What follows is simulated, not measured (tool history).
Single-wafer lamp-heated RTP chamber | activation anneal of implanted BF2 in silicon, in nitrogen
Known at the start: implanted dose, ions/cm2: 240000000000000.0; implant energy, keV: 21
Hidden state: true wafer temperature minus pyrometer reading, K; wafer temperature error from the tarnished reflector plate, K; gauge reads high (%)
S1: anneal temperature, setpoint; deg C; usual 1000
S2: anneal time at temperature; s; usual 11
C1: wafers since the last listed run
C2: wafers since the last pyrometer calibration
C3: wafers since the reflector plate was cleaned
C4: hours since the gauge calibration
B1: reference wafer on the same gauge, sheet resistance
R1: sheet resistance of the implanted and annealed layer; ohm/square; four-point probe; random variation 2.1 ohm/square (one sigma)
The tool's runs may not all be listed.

{"run": 1, "hour": 0.0, "S1": 1000, "S2": 11, "C1": 0, "C2": 732, "C3": 732, "C4": 716.1, "B1": 332.09, "R1": 409.19}
{"run": 2, "hour": 16.3, "S1": 1000, "S2": 11, "C1": 333, "C2": 1066, "C3": 1066, "C4": 732.4, "B1": 331.88, "R1": 412.39}
{"run": 3, "hour": 45.2, "S1": 1000, "S2": 13, "C1": 591, "C2": 1657, "C3": 1657, "C4": 761.3, "B1": 331.99, "R1": 407.55}
{"run": 4, "hour": 71.5, "S1": 1000, "S2": 13, "C1": 538, "C2": 2195, "C3": 2195, "C4": 787.6, "B1": 331.76, "R1": 411.88}
{"run": 5, "hour": 99.3, "S1": 1000, "S2": 11, "C1": 568, "C2": 2764, "C3": 2764, "C4": 815.4, "B1": 331.23, "R1": 407.39}
{"run": 6, "hour": 115.4, "S1": 1000, "S2": 11, "C1": 329, "C2": 3093, "C3": 3093, "C4": 831.5, "B1": 331.45, "R1": 411.72}
{"hour": 137.3, "done": "pyrometer window cleaned and pyrometer calibrated"}
{"run": 7, "hour": 141.1, "S1": 1000, "S2": 11, "C1": 362, "C2": 77, "C3": 3455, "C4": 857.2, "B1": 331.62, "R1": 413.68}
{"run": 8, "hour": 168.0, "S1": 1000, "S2": 11, "C1": 550, "C2": 627, "C3": 4006, "C4": 884.1, "B1": 331.22, "R1": 409.62}
{"run": 9, "hour": 190.9, "S1": 1000, "S2": 11, "C1": 468, "C2": 1096, "C3": 4474, "C4": 907.0, "B1": 331.83, "R1": 408.52}
{"run": 10, "hour": 206.4, "S1": 1000, "S2": 14, "C1": 317, "C2": 1413, "C3": 4791, "C4": 922.5, "B1": 331.12, "R1": 412.43}
{"hour": 225.8, "done": "reflector plate cleaned"}
{"run": 11, "hour": 229.5, "S1": 1000, "S2": 14, "C1": 308, "C2": 1722, "C3": 75, "C4": 945.6, "B1": 330.94, "R1": 406.46}
{"run": 12, "hour": 249.1, "S1": 1000, "S2": 14, "C1": 400, "C2": 2122, "C3": 476, "C4": 965.2, "B1": 330.88, "R1": 409.02}
{"run": 13, "hour": 266.9, "S1": 1000, "S2": 11, "C1": 364, "C2": 2487, "C3": 840, "C4": 983.0, "B1": 331.11, "R1": 410.69}
{"run": 14, "hour": 291.2, "S1": 1000, "S2": 11, "C1": 497, "C2": 2984, "C3": 1337, "C4": 1007.3, "B1": 330.46, "R1": 410.88}
{"run": 15, "hour": 307.4, "S1": 1000, "S2": 11, "C1": 331, "C2": 3315, "C3": 1669, "C4": 1023.5, "B1": 330.36, "R1": 412.38}
{"hour": 319.0, "done": "pyrometer window cleaned and pyrometer calibrated"}
{"run": 16, "hour": 329.0, "S1": 1000, "S2": 16, "C1": 278, "C2": 203, "C3": 1947, "C4": 1045.1, "B1": 330.49, "R1": 408.18}
{"hour": 339.8, "done": "gauge calibrated"}
{"run": 17, "hour": 347.1, "S1": 982, "S2": 16, "C1": 370, "C2": 574, "C3": 2317, "C4": 7.3, "B1": 343.72, "R1": 432.37}
{"run": 18, "hour": 382.3, "S1": 975, "S2": 11, "C1": 720, "C2": 1294, "C3": 3037, "C4": 42.5, "B1": 341.32, "R1": 429.52}
{"run": 19, "hour": 406.3, "S1": 1000, "S2": 11, "C1": 490, "C2": 1785, "C3": 3528, "C4": 66.5, "B1": 341.07, "R1": 422.71}
{"run": 20, "hour": 418.8, "S1": 1000, "S2": 11, "C1": 255, "C2": 2040, "C3": 3784, "C4": 79.0, "B1": 340.69, "R1": 422.74}
{"hour": 442.0, "done": "reflector plate cleaned"}
{"hour": 500.0, "done": "pyrometer window cleaned and pyrometer calibrated"}
{"run": 21, "hour": 500.5, "S1": 991, "S2": 5, "C1": 1344, "C2": 10, "C3": 1032, "C4": 160.7, "B1": 338.17, "R1": 420.46}
{"run": 22, "hour": 510.5, "S1": 1016, "S2": 11, "C1": 204, "C2": 215, "C3": 1236, "C4": 170.7, "B1": 337.98, "R1": 419.22}
{"run": 23, "hour": 562.7, "S1": 987, "S2": 5, "C1": 1067, "C2": 1283, "C3": 2304, "C4": 222.9, "B1": 336.47, "R1": 422.92}
{"run": 24, "hour": 581.7, "S1": 1000, "S2": 11, "C1": 388, "C2": 1671, "C3": 2693, "C4": 241.9, "B1": 336.36, "R1": 413.22}
{"run": 25, "hour": 594.9, "S1": 986, "S2": 11, "C1": 270, "C2": 1942, "C3": 2963, "C4": 255.1, "B1": 335.83, "R1": 419.95}
{"run": 26, "hour": 620.5, "S1": 979, "S2": 15, "C1": 523, "C2": 2465, "C3": 3487, "C4": 280.7, "B1": 335.05, "R1": 417.72}
{"run": 27, "hour": 643.8, "S1": 1025, "S2": 17, "C1": 476, "C2": 2942, "C3": 3963, "C4": 304.0, "B1": 335.32, "R1": 415.68}
{"hour": 663.2, "done": "pyrometer window cleaned and pyrometer calibrated"}
{"run": 28, "hour": 690.3, "S1": 1009, "S2": 6, "C1": 787, "C2": 553, "C3": 4751, "C4": 350.5, "B1": 333.78, "R1": 414.69}
{"hour": 713.2, "done": "reflector plate cleaned"}
{"run": 29, "hour": 713.7, "S1": 1029, "S2": 6, "C1": 315, "C2": 868, "C3": 10, "C4": 373.9, "B1": 334.27, "R1": 415.66}
{"run": 30, "hour": 728.5, "S1": 986, "S2": 6, "C1": 302, "C2": 1171, "C3": 312, "C4": 388.7, "B1": 333.68, "R1": 413.29}
{"run": 31, "hour": 762.3, "S1": 1000, "S2": 11, "C1": 691, "C2": 1862, "C3": 1004, "C4": 422.5, "B1": 332.95, "R1": 413.16}
{"run": 32, "hour": 777.0, "S1": 991, "S2": 16, "C1": 300, "C2": 2163, "C3": 1305, "C4": 437.2, "B1": 332.59, "R1": 415.6}
{"run": 33, "hour": 808.8, "S1": 1000, "S2": 15, "C1": 650, "C2": 2814, "C3": 1955, "C4": 469.0, "B1": 331.6, "R1": 407.85}
{"hour": 837.9, "done": "pyrometer window cleaned and pyrometer calibrated"}
{"run": 34, "hour": 838.4, "S1": 987, "S2": 16, "C1": 441, "C2": 9, "C3": 2397, "C4": 498.6, "B1": 332.1, "R1": 413.04}
{"run": 35, "hour": 862.1, "S1": 989, "S2": 7, "C1": 484, "C2": 494, "C3": 2882, "C4": 522.3, "B1": 331.55, "R1": 413.55}

How the hidden state differs across the entries between the runs, from the last listed run before each to the first after it:
Between runs 6 and 7: pyrometer window cleaned and pyrometer calibrated (hour 137.3)
  gauge reads high (%): -4.25 -> -4.28
  measured less the result without the state, R1: -18.26 -> -18.50 ohm/square
Between runs 10 and 11: reflector plate cleaned (hour 225.8)
  gauge reads high (%): -4.35 -> -4.38
  measured less the result without the state, R1: -18.77 -> -18.61 ohm/square
Between runs 15 and 16: pyrometer window cleaned and pyrometer calibrated (hour 319.0)
  gauge reads high (%): -4.45 -> -4.46
  measured less the result without the state, R1: -19.18 -> -19.06 ohm/square
Between runs 16 and 17: gauge calibrated (hour 339.8)
  gauge reads high (%): -4.46 -> -0.686
  measured less the result without the state, R1: -19.06 -> -2.99 ohm/square
Between runs 20 and 21: reflector plate cleaned (hour 442.0); pyrometer window cleaned and pyrometer calibrated (hour 500.0)
  gauge reads high (%): -1.49 -> -2.24
  measured less the result without the state, R1: -6.41 -> -9.63 ohm/square
Between runs 27 and 28: pyrometer window cleaned and pyrometer calibrated (hour 663.2)
  gauge reads high (%): -3.21 -> -3.45
  measured less the result without the state, R1: -13.77 -> -14.82 ohm/square
Between runs 28 and 29: reflector plate cleaned (hour 713.2)
  gauge reads high (%): -3.45 -> -3.56
  measured less the result without the state, R1: -14.82 -> -15.34 ohm/square
Between runs 33 and 34: pyrometer window cleaned and pyrometer calibrated (hour 837.9)
  gauge reads high (%): -3.94 -> -4.04
  measured less the result without the state, R1: -16.74 -> -17.41 ohm/square

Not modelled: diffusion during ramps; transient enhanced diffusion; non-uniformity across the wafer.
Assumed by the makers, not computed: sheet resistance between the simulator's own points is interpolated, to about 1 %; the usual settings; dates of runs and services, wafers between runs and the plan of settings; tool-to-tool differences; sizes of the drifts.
